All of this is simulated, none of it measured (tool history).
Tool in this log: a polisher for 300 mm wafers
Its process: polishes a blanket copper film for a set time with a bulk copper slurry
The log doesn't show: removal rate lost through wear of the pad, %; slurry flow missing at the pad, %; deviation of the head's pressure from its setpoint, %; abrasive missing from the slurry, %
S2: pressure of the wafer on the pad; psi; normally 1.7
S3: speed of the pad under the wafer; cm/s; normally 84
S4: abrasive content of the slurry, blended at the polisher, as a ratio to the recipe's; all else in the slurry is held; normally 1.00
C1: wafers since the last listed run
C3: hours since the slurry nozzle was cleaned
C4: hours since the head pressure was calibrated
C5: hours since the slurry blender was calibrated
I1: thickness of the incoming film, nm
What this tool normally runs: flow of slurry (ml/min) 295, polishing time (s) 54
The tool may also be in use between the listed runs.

{"run": 1, "hour": 0.0, "flow of slurry (ml/min)": 295, "S2": 1.9, "S3": 84, "S4": 1.0, "polishing time (s)": 54, "C1": 0, "wafers polished on this pad": 352, "C3": 472.3, "C4": 69.3, "C5": 216.9, "I1": 4005.3, "film removed (nm)": 236.6}
{"run": 2, "hour": 14.9, "flow of slurry (ml/min)": 295, "S2": 1.9, "S3": 84, "S4": 1.0, "polishing time (s)": 54, "C1": 138, "wafers polished on this pad": 490, "C3": 487.2, "C4": 84.2, "C5": 231.8, "I1": 4025.1, "film removed (nm)": 240.0}
{"run": 3, "hour": 32.0, "flow of slurry (ml/min)": 295, "S2": 1.7, "S3": 84, "S4": 1.0, "polishing time (s)": 54, "C1": 158, "wafers polished on this pad": 648, "C3": 504.3, "C4": 101.3, "C5": 248.9, "I1": 4044.6, "film removed (nm)": 222.6}
{"run": 4, "hour": 63.7, "flow of slurry (ml/min)": 295, "S2": 1.7, "S3": 84, "S4": 1.0, "polishing time (s)": 54, "C1": 293, "wafers polished on this pad": 942, "C3": 536.0, "C4": 133.0, "C5": 280.6, "I1": 4031.6, "film removed (nm)": 219.3}
{"run": 5, "hour": 88.1, "flow of slurry (ml/min)": 295, "S2": 1.7, "S3": 84, "S4": 1.0, "polishing time (s)": 54, "C1": 226, "wafers polished on this pad": 1168, "C3": 560.4, "C4": 157.4, "C5": 305.0, "I1": 4004.0, "film removed (nm)": 221.8}
{"hour": 93.8, "done": "slurry blender recalibrated"}
{"run": 6, "hour": 108.3, "flow of slurry (ml/min)": 295, "S2": 1.3, "S3": 84, "S4": 1.0, "polishing time (s)": 54, "C1": 168, "wafers polished on this pad": 1337, "C3": 580.6, "C4": 177.6, "C5": 14.5, "I1": 4062.3, "film removed (nm)": 177.6}
{"run": 7, "hour": 137.3, "flow of slurry (ml/min)": 295, "S2": 1.7, "S3": 84, "S4": 1.0, "polishing time (s)": 54, "C1": 268, "wafers polished on this pad": 1605, "C3": 609.6, "C4": 206.6, "C5": 43.5, "I1": 4028.4, "film removed (nm)": 226.1}
{"run": 8, "hour": 160.5, "flow of slurry (ml/min)": 295, "S2": 1.7, "S3": 84, "S4": 1.0, "polishing time (s)": 54, "C1": 214, "wafers polished on this pad": 1820, "C3": 632.8, "C4": 229.8, "C5": 66.7, "I1": 3997.3, "film removed (nm)": 230.3}
{"hour": 171.5, "done": "worn pad replaced by a new one"}
{"run": 9, "hour": 175.1, "flow of slurry (ml/min)": 295, "S2": 1.7, "S3": 84, "S4": 1.0, "polishing time (s)": 54, "C1": 98, "wafers polished on this pad": 33, "C3": 647.4, "C4": 244.4, "C5": 81.3, "I1": 4008.9, "film removed (nm)": 226.9}
{"run": 10, "hour": 254.4, "flow of slurry (ml/min)": 295, "S2": 1.7, "S3": 84, "S4": 1.0, "polishing time (s)": 54, "C1": 734, "wafers polished on this pad": 768, "C3": 726.7, "C4": 323.7, "C5": 160.6, "I1": 4066.8, "film removed (nm)": 226.8}
{"run": 11, "hour": 286.2, "flow of slurry (ml/min)": 295, "S2": 1.7, "S3": 74, "S4": 1.0, "polishing time (s)": 54, "C1": 294, "wafers polished on this pad": 1062, "C3": 758.5, "C4": 355.5, "C5": 192.4, "I1": 4088.4, "film removed (nm)": 214.7}
{"run": 12, "hour": 303.4, "flow of slurry (ml/min)": 295, "S2": 1.7, "S3": 74, "S4": 1.0, "polishing time (s)": 54, "C1": 159, "wafers polished on this pad": 1222, "C3": 775.7, "C4": 372.7, "C5": 209.6, "I1": 4026.5, "film removed (nm)": 216.7}
{"run": 13, "hour": 319.8, "flow of slurry (ml/min)": 295, "S2": 1.7, "S3": 84, "S4": 1.0, "polishing time (s)": 54, "C1": 151, "wafers polished on this pad": 1374, "C3": 792.1, "C4": 389.1, "C5": 226.0, "I1": 4041.6, "film removed (nm)": 231.6}
{"hour": 332.4, "done": "slurry nozzle cleaned"}
{"run": 14, "hour": 353.8, "flow of slurry (ml/min)": 295, "S2": 1.7, "S3": 84, "S4": 1.0, "polishing time (s)": 54, "C1": 305, "wafers polished on this pad": 1679, "C3": 21.4, "C4": 423.1, "C5": 260.0, "I1": 4012.8, "film removed (nm)": 229.2}
{"hour": 376.8, "done": "slurry blender recalibrated"}
{"hour": 386.9, "done": "worn pad replaced by a new one"}
{"hour": 428.2, "done": "head pressure recalibrated"}
{"run": 15, "hour": 460.8, "flow of slurry (ml/min)": 195, "S2": 1.5, "S3": 84, "S4": 1.0, "polishing time (s)": 44, "C1": 917, "wafers polished on this pad": 666, "C3": 128.4, "C4": 32.6, "C5": 84.0, "I1": 3980.0, "film removed (nm)": 152.8}
{"run": 16, "hour": 491.6, "flow of slurry (ml/min)": 295, "S2": 1.4, "S3": 84, "S4": 1.0, "polishing time (s)": 54, "C1": 285, "wafers polished on this pad": 951, "C3": 159.2, "C4": 63.4, "C5": 114.8, "I1": 4062.8, "film removed (nm)": 185.7}
{"run": 17, "hour": 523.5, "flow of slurry (ml/min)": 330, "S2": 1.7, "S3": 84, "S4": 0.85, "polishing time (s)": 54, "C1": 295, "wafers polished on this pad": 1247, "C3": 191.1, "C4": 95.3, "C5": 146.7, "I1": 4033.2, "film removed (nm)": 209.9}
{"run": 18, "hour": 547.0, "flow of slurry (ml/min)": 295, "S2": 1.7, "S3": 84, "S4": 1.0, "polishing time (s)": 54, "C1": 217, "wafers polished on this pad": 1465, "C3": 214.6, "C4": 118.8, "C5": 170.2, "I1": 4033.9, "film removed (nm)": 217.9}
{"hour": 566.6, "done": "worn pad replaced by a new one"}
{"run": 19, "hour": 568.3, "flow of slurry (ml/min)": 380, "S2": 1.7, "S3": 56, "S4": 1.0, "polishing time (s)": 46, "C1": 160, "wafers polished on this pad": 16, "C3": 235.9, "C4": 140.1, "C5": 191.5, "I1": 4053.7, "film removed (nm)": 155.6}
{"run": 20, "hour": 582.9, "flow of slurry (ml/min)": 295, "S2": 1.7, "S3": 70, "S4": 1.0, "polishing time (s)": 36, "C1": 135, "wafers polished on this pad": 151, "C3": 250.5, "C4": 154.7, "C5": 206.1, "I1": 4002.9, "film removed (nm)": 135.0}
{"run": 21, "hour": 608.7, "flow of slurry (ml/min)": 245, "S2": 1.7, "S3": 84, "S4": 1.15, "polishing time (s)": 72, "C1": 239, "wafers polished on this pad": 390, "C3": 276.3, "C4": 180.5, "C5": 231.9, "I1": 4044.5, "film removed (nm)": 301.3}
{"run": 22, "hour": 635.8, "flow of slurry (ml/min)": 295, "S2": 1.2, "S3": 84, "S4": 1.0, "polishing time (s)": 38, "C1": 251, "wafers polished on this pad": 641, "C3": 303.4, "C4": 207.6, "C5": 259.0, "I1": 4036.6, "film removed (nm)": 118.7}
{"run": 23, "hour": 663.1, "flow of slurry (ml/min)": 215, "S2": 1.2, "S3": 104, "S4": 1.1, "polishing time (s)": 54, "C1": 252, "wafers polished on this pad": 894, "C3": 330.7, "C4": 234.9, "C5": 286.3, "I1": 4036.9, "film removed (nm)": 195.8}
{"hour": 671.4, "done": "slurry blender recalibrated"}
{"run": 24, "hour": 678.1, "flow of slurry (ml/min)": 295, "S2": 1.7, "S3": 98, "S4": 1.25, "polishing time (s)": 60, "C1": 120, "wafers polished on this pad": 1015, "C3": 345.7, "C4": 249.9, "C5": 6.7, "I1": 4000.1, "film removed (nm)": 301.3}
{"run": 25, "hour": 704.0, "flow of slurry (ml/min)": 295, "S2": 1.7, "S3": 84, "S4": 1.0, "polishing time (s)": 71, "C1": 240, "wafers polished on this pad": 1255, "C3": 371.6, "C4": 275.8, "C5": 32.6, "I1": 4039.0, "film removed (nm)": 302.6}
{"run": 26, "hour": 718.6, "flow of slurry (ml/min)": 295, "S2": 1.7, "S3": 84, "S4": 0.75, "polishing time (s)": 43, "C1": 135, "wafers polished on this pad": 1390, "C3": 386.2, "C4": 290.4, "C5": 47.2, "I1": 4055.3, "film removed (nm)": 163.5}
{"run": 27, "hour": 736.7, "flow of slurry (ml/min)": 295, "S2": 1.7, "S3": 84, "S4": 0.9, "polishing time (s)": 48, "C1": 167, "wafers polished on this pad": 1558, "C3": 404.3, "C4": 308.5, "C5": 65.3, "I1": 3998.3, "film removed (nm)": 197.6}
{"run": 28, "hour": 750.6, "flow of slurry (ml/min)": 295, "S2": 1.7, "S3": 84, "S4": 1.0, "polishing time (s)": 40, "C1": 128, "wafers polished on this pad": 1687, "C3": 418.2, "C4": 322.4, "C5": 79.2, "I1": 4051.6, "film removed (nm)": 168.9}
{"hour": 778.8, "done": "worn pad replaced by a new one"}
{"run": 29, "hour": 785.3, "flow of slurry (ml/min)": 295, "S2": 1.7, "S3": 84, "S4": 1.15, "polishing time (s)": 54, "C1": 284, "wafers polished on this pad": 59, "C3": 452.9, "C4": 357.1, "C5": 113.9, "I1": 4053.7, "film removed (nm)": 244.6}
{"run": 30, "hour": 800.3, "flow of slurry (ml/min)": 230, "S2": 1.7, "S3": 74, "S4": 0.8, "polishing time (s)": 54, "C1": 139, "wafers polished on this pad": 198, "C3": 467.9, "C4": 372.1, "C5": 128.9, "I1": 3999.1, "film removed (nm)": 192.8}

Predict each of these 4 candidate next runs independently; none follows another, all start after run 30:
{"run": "A", "hour": 800.7, "flow of slurry (ml/min)": 295, "S2": 1.7, "S3": 84, "S4": 1.0, "polishing time (s)": 54, "C1": 3, "wafers polished on this pad": 202, "C3": 468.3, "C4": 372.5, "C5": 129.3, "I1": 4009.9, "film removed (nm)": "?"}
{"run": "B", "hour": 800.7, "flow of slurry (ml/min)": 295, "S2": 2.0, "S3": 72, "S4": 1.1, "polishing time (s)": 54, "C1": 3, "wafers polished on this pad": 202, "C3": 468.3, "C4": 372.5, "C5": 129.3, "I1": 4009.9, "film removed (nm)": "?"}
{"run": "C", "hour": 800.7, "flow of slurry (ml/min)": 295, "S2": 1.7, "S3": 72, "S4": 1.0, "polishing time (s)": 68, "C1": 3, "wafers polished on this pad": 202, "C3": 468.3, "C4": 372.5, "C5": 129.3, "I1": 4009.9, "film removed (nm)": "?"}
{"run": "D", "hour": 800.7, "flow of slurry (ml/min)": 295, "S2": 1.7, "S3": 60, "S4": 1.0, "polishing time (s)": 54, "C1": 3, "wafers polished on this pad": 202, "C3": 468.3, "C4": 372.5, "C5": 129.3, "I1": 4009.9, "film removed (nm)": "?"}

run=A film_removed_(nm)=233.1
run=B film_removed_(nm)=251.9
run=C film_removed_(nm)=268.4
run=D film_removed_(nm)=193.1
Take away the tool's hidden state, keep each run's random variation, and the runs would have read:
run=A film_removed_(nm)=217.5
run=B film_removed_(nm)=235.1
run=C film_removed_(nm)=250.4
run=D film_removed_(nm)=180.2

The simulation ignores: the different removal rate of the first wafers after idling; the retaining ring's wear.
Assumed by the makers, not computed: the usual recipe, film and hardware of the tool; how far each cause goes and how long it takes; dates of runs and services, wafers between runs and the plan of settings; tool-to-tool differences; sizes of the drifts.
